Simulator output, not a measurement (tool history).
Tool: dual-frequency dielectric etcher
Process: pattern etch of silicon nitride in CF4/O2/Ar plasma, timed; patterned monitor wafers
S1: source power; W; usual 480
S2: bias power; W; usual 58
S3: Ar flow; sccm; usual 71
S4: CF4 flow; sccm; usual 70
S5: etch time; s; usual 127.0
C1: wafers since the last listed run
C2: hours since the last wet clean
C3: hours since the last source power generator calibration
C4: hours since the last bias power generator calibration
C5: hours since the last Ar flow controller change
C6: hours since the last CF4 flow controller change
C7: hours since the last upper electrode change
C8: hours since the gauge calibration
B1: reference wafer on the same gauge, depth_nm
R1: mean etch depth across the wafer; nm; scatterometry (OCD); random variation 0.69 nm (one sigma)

run	day	S1	S2	S3	S4	S5	C1	C2	C3	C4	C5	C6	C7	C8	B1	R1
1	0.000	480	58	71	70	127.0	0	18.9	1830.7	3450.4	4173.0	5443.9	3828.5	466.3	189.8	229.5
2	1.996	480	58	71	70	127.0	468	66.8	1878.6	3498.3	4220.9	5491.8	3876.4	514.2	189.6	229.1
3	4.496	480	58	71	70	127.0	586	126.8	1938.6	3558.3	4280.9	5551.8	3936.4	574.2	189.6	230.6
4	6.625	480	58	71	70	127.0	499	177.9	1989.7	3609.4	4332.0	5602.9	3987.5	625.3	189.3	228.8
# day 8.546: upper electrode replaced
5	8.567	480	58	71	70	100.5	220	224.5	2036.3	3656.0	4378.6	5649.5	0.5	671.9	189.2	180.9
6	10.204	480	58	71	70	100.5	384	263.8	2075.6	3695.3	4417.9	5688.8	39.8	711.2	188.9	181.9
7	12.108	480	54	71	70	142.5	446	309.5	2121.3	3741.0	4463.6	5734.5	85.5	756.9	189.0	248.2
# day 13.929: CF4 flow controller replaced
8	14.446	480	54	71	70	142.5	489	365.6	2177.4	3797.1	4519.7	12.4	141.6	813.0	188.8	248.4
9	16.271	400	58	71	78	106.0	428	409.4	2221.2	3840.9	4563.5	56.2	185.4	856.8	188.7	159.6
# day 17.625: wet clean of the chamber
10	19.088	480	58	71	70	127.0	426	35.1	2288.8	3908.5	4631.1	123.8	253.0	924.4	189.0	227.8
# day 20.275: gauge calibrated
11	20.446	480	58	71	78	154.5	318	67.7	2321.4	3941.1	4663.7	156.4	285.6	4.1	195.5	290.9
# day 21.438: source power generator calibrated
# day 21.500: bias power generator calibrated
12	22.204	480	58	87	84	93.0	359	109.9	18.4	16.9	4705.9	198.6	327.8	46.3	194.5	173.7
13	24.333	550	58	71	70	127.0	499	161.0	69.5	68.0	4757.0	249.7	378.9	97.4	193.9	269.8
14	25.533	370	62	71	70	127.0	281	189.8	98.3	96.8	4785.8	278.5	407.7	126.2	193.0	181.1
# day 26.700: Ar flow controller replaced
15	26.721	480	70	71	70	127.0	219	218.3	126.8	125.3	0.5	307.0	436.2	154.7	192.8	251.3
16	28.383	480	58	71	62	113.5	390	258.2	166.7	165.2	40.4	346.9	476.1	194.6	192.4	203.6
17	30.554	480	58	78	56	105.5	509	310.3	218.8	217.3	92.5	399.0	528.2	246.7	191.7	185.3
18	31.992	480	63	71	70	127.0	337	344.8	253.3	251.8	127.0	433.5	562.7	281.2	191.5	240.2
19	34.421	480	58	71	70	127.0	569	403.1	311.6	310.1	185.3	491.8	621.0	339.5	191.1	231.1
# day 36.708: wet clean of the chamber
20	36.729	480	53	78	70	127.0	306	0.5	367.0	365.5	240.7	547.2	676.4	394.9	190.8	220.1
21	37.825	480	58	79	62	127.0	257	26.8	393.3	391.8	267.0	573.5	702.7	421.2	190.4	224.4
22	39.267	480	58	71	70	127.0	338	61.4	427.9	426.4	301.6	608.1	737.3	455.8	190.4	230.6

Forecast each of these 3 alternatives for the next run:
A	39.288	390	58	71	70	127.0	4	61.9	428.4	426.9	302.1	608.6	737.8	456.3	?	?
B	39.288	560	66	71	70	127.0	4	61.9	428.4	426.9	302.1	608.6	737.8	456.3	?	?
C	39.288	590	58	71	70	127.0	4	61.9	428.4	426.9	302.1	608.6	737.8	456.3	?	?

run	B1	R1
A	190.3	185.2
B	190.3	285.4
C	190.3	286.1
Without the tool's hidden state the same runs would have given:
run	R1
A	189.7
B	292.4
C	293.1

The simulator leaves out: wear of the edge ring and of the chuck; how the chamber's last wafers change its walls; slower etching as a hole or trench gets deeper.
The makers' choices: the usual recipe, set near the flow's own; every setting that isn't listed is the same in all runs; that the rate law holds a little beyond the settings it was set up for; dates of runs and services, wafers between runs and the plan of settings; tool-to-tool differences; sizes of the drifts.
